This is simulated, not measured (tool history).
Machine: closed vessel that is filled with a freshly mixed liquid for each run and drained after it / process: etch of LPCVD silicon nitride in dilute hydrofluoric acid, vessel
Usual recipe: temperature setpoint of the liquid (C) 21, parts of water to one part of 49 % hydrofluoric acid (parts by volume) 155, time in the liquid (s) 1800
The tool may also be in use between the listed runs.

run,day,temperature setpoint of the liquid (C),parts of water to one part of 49 % hydrofluoric acid (parts by volume),time in the liquid (s),"read-back film thickness of the LPCVD silicon nitride reference wafer, read on the same gauge (nm)",thickness taken off the LPCVD silicon nitride on a monitor wafer (Å)
1,0,21,155,1800,99.993,42.74
2,0.362,21,155,1800,99.992,42.81
3,0.708,21,155,1800,99.989,42.47
4,1.354,21,155,1800,100.015,42.7
# day 1.988: gauge calibrated
5,2.008,21,155,1800,99.976,42.54
6,2.621,21,155,1800,99.987,42.67
7,3.025,21,155,1300,100.019,30.34
8,3.304,21,155,1800,100.005,41.95
9,3.717,21,155,1800,99.981,41.92
# day 4.1: thermometer replaced
10,4.288,21,155,1800,100.007,41.67
11,4.979,21,155,1800,100.003,42.01
12,5.358,21,155,2635,100.025,60.46
13,5.975,21,155,1800,100.018,41.76
14,6.438,21,175,2575,99.948,53.15
# day 6.912: gauge calibrated
15,7.075,19.5,155,1800,99.965,37.72
# day 7.454: hydrofluoric acid flow meter replaced
16,7.475,21,215,1240,100.035,22.7
17,7.9,21,155,1800,100.001,45.4
18,8.35,25,155,1255,99.994,41.16
19,8.829,18.5,235,1800,99.985,25.82
20,9.217,21,85,1800,100.002,82.11
21,9.629,21,230,2730,99.982,46.44
22,9.975,21,155,1800,99.996,45.03

For each run, the measured value with the value that run would have given without the tool's hidden condition subtracted. The run-to-run variation is shared by both, the gauge scatter possibly not:
Hidden state present: liquid hotter than its thermometer reads (K); hydrofluoric acid flow below the setpoint (%); gauge reads high (%).
run,thickness taken off the LPCVD silicon nitride on a monitor wafer (Å)
1,-3.9
2,-3.97
3,-3.99
4,-4.13
5,-4.23
6,-4.35
7,-3.15
8,-4.4
9,-4.47
10,-4.54
11,-4.7
12,-6.87
13,-4.85
14,-6.28
15,-4.53
16,-0.56
17,-1.19
18,-1.16
19,-0.75
20,-2.55
21,-1.5
22,-1.52

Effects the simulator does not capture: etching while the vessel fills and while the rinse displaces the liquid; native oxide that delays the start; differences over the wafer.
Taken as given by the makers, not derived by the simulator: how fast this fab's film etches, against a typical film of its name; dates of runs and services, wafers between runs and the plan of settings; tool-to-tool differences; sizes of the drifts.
